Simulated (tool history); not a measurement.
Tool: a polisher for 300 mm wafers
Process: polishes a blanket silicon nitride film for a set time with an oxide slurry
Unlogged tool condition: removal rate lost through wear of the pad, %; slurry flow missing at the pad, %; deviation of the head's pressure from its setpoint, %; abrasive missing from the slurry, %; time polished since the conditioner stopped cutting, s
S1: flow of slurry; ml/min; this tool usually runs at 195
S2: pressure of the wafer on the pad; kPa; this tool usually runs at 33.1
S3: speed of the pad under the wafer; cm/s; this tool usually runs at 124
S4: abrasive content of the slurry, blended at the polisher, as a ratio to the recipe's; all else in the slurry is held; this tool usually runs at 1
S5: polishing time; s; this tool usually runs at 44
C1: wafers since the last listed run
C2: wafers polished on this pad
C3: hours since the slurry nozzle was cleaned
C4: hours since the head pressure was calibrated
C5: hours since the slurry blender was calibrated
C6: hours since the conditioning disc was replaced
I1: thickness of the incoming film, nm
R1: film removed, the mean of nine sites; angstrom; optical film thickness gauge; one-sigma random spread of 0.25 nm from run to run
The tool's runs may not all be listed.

run 1 day=0 | S1=195 S2=33.1 S3=124 S4=1 S5=44 | C1=0 C2=912 C3=431.2 C4=552.5 C5=79.4 C6=161.3 | I1=559.9 | R1=325
-- day=0.288 worn pad replaced by a new one
run 2 day=0.583 | S1=195 S2=33.1 S3=124 S4=1 S5=44 | C1=80 C2=57 C3=445.2 C4=566.5 C5=93.4 C6=175.3 | I1=560.9 | R1=326
run 3 day=0.862 | S1=195 S2=33.1 S3=124 S4=1 S5=44 | C1=53 C2=111 C3=451.9 C4=573.2 C5=100.1 C6=182 | I1=563.9 | R1=324
run 4 day=1.217 | S1=195 S2=33.1 S3=124 S4=1 S5=44 | C1=68 C2=179 C3=460.4 C4=581.7 C5=108.6 C6=190.5 | I1=569.4 | R1=324
run 5 day=1.938 | S1=195 S2=33.1 S3=124 S4=1 S5=44 | C1=138 C2=318 C3=477.7 C4=599 C5=125.9 C6=207.8 | I1=555.4 | R1=324
run 6 day=2.529 | S1=195 S2=33.1 S3=124 S4=1 S5=44 | C1=113 C2=432 C3=491.9 C4=613.2 C5=140.1 C6=222 | I1=565.1 | R1=329
run 7 day=4.225 | S1=195 S2=33.1 S3=124 S4=1 S5=44 | C1=326 C2=758 C3=532.6 C4=653.9 C5=180.8 C6=262.7 | I1=561.4 | R1=327
-- day=4.767 worn pad replaced by a new one, of another model than before
run 8 day=4.788 | S1=195 S2=33.1 S3=124 S4=1 S5=44 | C1=76 C2=3 C3=546.1 C4=667.4 C5=194.3 C6=276.2 | I1=560.1 | R1=344
run 9 day=5.133 | S1=195 S2=33.1 S3=124 S4=1 S5=44 | C1=66 C2=70 C3=554.4 C4=675.7 C5=202.6 C6=284.5 | I1=557.4 | R1=339
-- day=5.742 slurry nozzle cleaned
run 10 day=5.762 | S1=195 S2=33.1 S3=124 S4=1 S5=51 | C1=113 C2=183 C3=0.5 C4=690.8 C5=217.7 C6=299.6 | I1=558.1 | R1=394
-- day=6.258 slurry blender recalibrated
run 11 day=6.279 | S1=195 S2=33.1 S3=124 S4=0.75 S5=44 | C1=83 C2=266 C3=12.9 C4=703.2 C5=0.5 C6=312 | I1=553.4 | R1=300
-- day=6.421 head pressure recalibrated
run 12 day=6.467 | S1=195 S2=33.1 S3=124 S4=1 S5=44 | C1=20 C2=287 C3=17.4 C4=1.1 C5=5 C6=316.5 | I1=569.5 | R1=365
run 13 day=7.125 | S1=195 S2=33.1 S3=124 S4=1 S5=44 | C1=126 C2=413 C3=33.2 C4=16.9 C5=20.8 C6=332.3 | I1=561.1 | R1=366
run 14 day=7.7 | S1=195 S2=33.1 S3=124 S4=0.9 S5=44 | C1=110 C2=524 C3=47 C4=30.7 C5=34.6 C6=346.1 | I1=553.2 | R1=349
run 15 day=7.988 | S1=195 S2=33.1 S3=108 S4=1.2 S5=44 | C1=55 C2=579 C3=53.9 C4=37.6 C5=41.5 C6=353 | I1=566.3 | R1=368
run 16 day=8.558 | S1=215 S2=33.1 S3=124 S4=1 S5=44 | C1=109 C2=689 C3=67.6 C4=51.3 C5=55.2 C6=366.7 | I1=557.6 | R1=371
-- day=8.675 conditioning disc replaced and pad reconditioned
run 17 day=8.892 | S1=135 S2=33.1 S3=86 S4=1.2 S5=40 | C1=48 C2=737 C3=75.6 C4=59.3 C5=63.2 C6=5.2 | I1=563.6 | R1=268
run 18 day=9.617 | S1=140 S2=33.1 S3=164 S4=0.9 S5=59 | C1=139 C2=877 C3=93 C4=76.7 C5=80.6 C6=22.6 | I1=560.6 | R1=469
run 19 day=10.021 | S1=195 S2=33.1 S3=124 S4=1.2 S5=44 | C1=77 C2=955 C3=102.7 C4=86.4 C5=90.3 C6=32.3 | I1=553.5 | R1=387
-- day=10.329 worn pad replaced by a new one
run 20 day=10.583 | S1=195 S2=33.1 S3=124 S4=1 S5=44 | C1=76 C2=49 C3=116.2 C4=99.9 C5=103.8 C6=45.8 | I1=562.4 | R1=356
run 21 day=11.033 | S1=195 S2=37.9 S3=124 S4=1 S5=44 | C1=86 C2=135 C3=127 C4=110.7 C5=114.6 C6=56.6 | I1=559.5 | R1=385

State the hidden condition of the tool at each of the runs:
removal rate lost through wear of the pad, %: 0 at every run
slurry flow missing at the pad, %: 0 at every run
abrasive missing from the slurry, %: 0 at every run
time polished since the conditioner stopped cutting, s: 0 at every run
H1: deviation of the head's pressure from its setpoint, %
run=1 H1=-10.6
run=2 H1=-10.6
run=3 H1=-10.6
run=4 H1=-10.7
run=5 H1=-10.7
run=6 H1=-10.8
run=7 H1=-10.9
run=8 H1=-10.9
run=9 H1=-10.9
run=10 H1=-10.9
run=11 H1=-11
run=12 H1=0.308
run=13 H1=-0.445
run=14 H1=-1.06
run=15 H1=-1.35
run=16 H1=-1.91
run=17 H1=-2.21
run=18 H1=-2.84
run=19 H1=-3.17
run=20 H1=-3.61
run=21 H1=-3.94

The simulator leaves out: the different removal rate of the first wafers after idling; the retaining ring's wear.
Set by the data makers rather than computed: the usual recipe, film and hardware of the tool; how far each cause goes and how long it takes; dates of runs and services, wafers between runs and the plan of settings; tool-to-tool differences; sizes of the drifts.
